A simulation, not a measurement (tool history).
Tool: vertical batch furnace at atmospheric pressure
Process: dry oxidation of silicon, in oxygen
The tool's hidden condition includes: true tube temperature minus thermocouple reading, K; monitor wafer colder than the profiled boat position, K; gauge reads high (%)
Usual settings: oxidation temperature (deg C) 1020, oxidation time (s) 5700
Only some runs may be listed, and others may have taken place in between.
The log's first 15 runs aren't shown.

| run | day | oxidation temperature (deg C) | oxidation time (s) | wafers since the last listed run | hours since the last temperature calibration | hours since the boat lift was adjusted | hours since the gauge calibration | read-back reference wafer on the same gauge, thickness | oxide thickness on the monitor wafer (angstrom) |
|---|---|---|---|---|---|---|---|---|---|
| 16 | 47.283 | 1002 | 6540 | 647 | 149.8 | 216.2 | 1461.8 | 122.89 | 1279.8 |
| 17 | 48.912 | 1020 | 3960 | 317 | 188.9 | 255.3 | 1500.9 | 122.99 | 1096.3 |
| 18 | 52.258 | 1006 | 3840 | 652 | 269.2 | 335.6 | 1581.2 | 123.09 | 1007.7 |
|  | 55.842 | thermocouples replaced and temperature profile calibrated, repeated, since the last time left the tool worse |
| 19 | 55.862 | 1004 | 7080 | 507 | 0.5 | 422.1 | 1667.7 | 123.10 | 1310.1 |
| 20 | 58.592 | 1011 | 4800 | 532 | 66.0 | 487.6 | 1733.2 | 122.95 | 1115.7 |
| 21 | 62.179 | 1009 | 3150 | 699 | 152.1 | 573.7 | 1819.3 | 123.01 | 908.6 |
| 22 | 64.879 | 1027 | 5700 | 526 | 216.9 | 638.5 | 1884.1 | 123.12 | 1323.0 |
| 23 | 67.392 | 997 | 3780 | 489 | 277.2 | 698.8 | 1944.4 | 123.04 | 930.4 |
| 24 | 70.379 | 997 | 3840 | 582 | 348.9 | 770.5 | 2016.1 | 123.02 | 937.1 |
|  | 71.158 | gauge calibrated |
| 25 | 74.475 | 1006 | 4020 | 798 | 447.2 | 868.8 | 79.6 | 123.00 | 1008.7 |
| 26 | 76.592 | 1010 | 8460 | 412 | 498.0 | 919.6 | 130.4 | 123.09 | 1477.9 |
| 27 | 78.612 | 1000 | 3390 | 393 | 546.5 | 968.1 | 178.9 | 122.96 | 896.1 |
| 28 | 82.200 | 1020 | 5700 | 699 | 632.6 | 1054.2 | 265.0 | 123.03 | 1271.4 |
| 29 | 84.354 | 1014 | 6570 | 419 | 684.3 | 1105.9 | 316.7 | 122.99 | 1328.9 |
| 30 | 87.608 | 1020 | 5700 | 634 | 762.4 | 1184.0 | 394.8 | 123.12 | 1276.3 |
| 31 | 90.517 | 1020 | 5700 | 566 | 832.2 | 1253.8 | 464.6 | 123.17 | 1271.0 |

What if the next run were any one of these 3? Each begins from the tool's condition after run 31:
| A | 90.775 | 1020 | 5700 | 50 | 838.4 | 1260.0 | 470.8 | ? | ? |
| B | 90.775 | 1034 | 3690 | 50 | 838.4 | 1260.0 | 470.8 | ? | ? |
| C | 90.775 | 1037 | 3030 | 50 | 838.4 | 1260.0 | 470.8 | ? | ? |

| run | read-back reference wafer on the same gauge, thickness | oxide thickness on the monitor wafer (angstrom) |
|---|---|---|
| A | 123.00 | 1282.8 |
| B | 123.00 | 1104.6 |
| C | 123.00 | 1018.9 |
Had the tool no hidden state, the same runs would have come out as:
| run | oxide thickness on the monitor wafer (angstrom) |
|---|---|
| A | 1275.3 |
| B | 1098.9 |
| C | 1013.9 |
